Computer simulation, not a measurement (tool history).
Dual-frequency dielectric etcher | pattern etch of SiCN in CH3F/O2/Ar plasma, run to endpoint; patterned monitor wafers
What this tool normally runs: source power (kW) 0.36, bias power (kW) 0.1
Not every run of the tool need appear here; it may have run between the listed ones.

run	hour	source power (kW)	bias power (kW)	incoming incoming film thickness, nm	endpoint time (s)
1	0	0.36	0.1	11.01	29.8
2	69.5	0.36	0.1	11.12	29.9
3	152.7	0.36	0.1	11.07	29.6
# hour 209.9: upper electrode replaced
4	248.9	0.33	0.1	11.17	30.6
5	313.6	0.33	0.1	11.11	29.9
6	372.9	0.36	0.09	11.04	30.8
7	427	0.36	0.1	11.1	29
8	476.4	0.4	0.09	11.13	29.6
# hour 629.6: wet clean of the chamber
# hour 646: bias power generator calibrated
9	678.7	0.3	0.116	11.15	29.3
10	767.6	0.3	0.116	11.06	28.8
11	873.5	0.36	0.121	11.09	26.2
# hour 912: source power generator calibrated
12	932.6	0.36	0.1	11.13	29.4
13	970	0.4	0.1	11.14	28.2
14	1053	0.36	0.078	11.19	34.5
15	1153	0.36	0.1	11.17	28.9
16	1230	0.36	0.1	11.17	29
17	1309.3	0.3	0.118	10.9	27.5
# hour 1336.3: wet clean of the chamber
18	1362.5	0.36	0.1	11.01	29.2
19	1418.2	0.32	0.11	11.11	29.4
20	1496.5	0.36	0.089	11.02	31.3
21	1552.3	0.36	0.1	11.14	29.2
22	1651.8	0.41	0.119	11.1	25.6
23	1712.5	0.32	0.1	11.13	30.8
24	1751	0.38	0.109	11.19	27.4
25	1803.2	0.36	0.107	11.34	28.6
26	1870.2	0.36	0.1	11.04	28.8
27	1914.9	0.32	0.107	11.15	29.2
28	2020.2	0.36	0.1	11.08	28.4
# hour 2045.3: wet clean of the chamber
29	2324	0.36	0.117	11.14	27
30	2369	0.4	0.086	11.2	30.9
31	2418.2	0.39	0.086	11.24	30.9
32	2515.8	0.38	0.1	11.08	28.5
33	2563.4	0.36	0.1	11.03	28.7
34	2627.9	0.44	0.085	11.17	29.7
# hour 2726: wet clean of the chamber
35	2732.1	0.36	0.086	11.13	32.5

Branching from run 35: 4 alternative next runs. What would each branch give?
A	2732.5	0.36	0.1	11.18	?
B	2732.5	0.36	0.124	11.18	?
C	2732.5	0.28	0.117	11.18	?
D	2732.5	0.31	0.119	11.18	?

run	endpoint time (s)
A	29.9
B	26.5
C	29.8
D	28.5
With the hidden condition removed and each run's random variation left untouched, the same runs would have given:
run	endpoint time (s)
A	30
B	26.5
C	29.8
D	28.5

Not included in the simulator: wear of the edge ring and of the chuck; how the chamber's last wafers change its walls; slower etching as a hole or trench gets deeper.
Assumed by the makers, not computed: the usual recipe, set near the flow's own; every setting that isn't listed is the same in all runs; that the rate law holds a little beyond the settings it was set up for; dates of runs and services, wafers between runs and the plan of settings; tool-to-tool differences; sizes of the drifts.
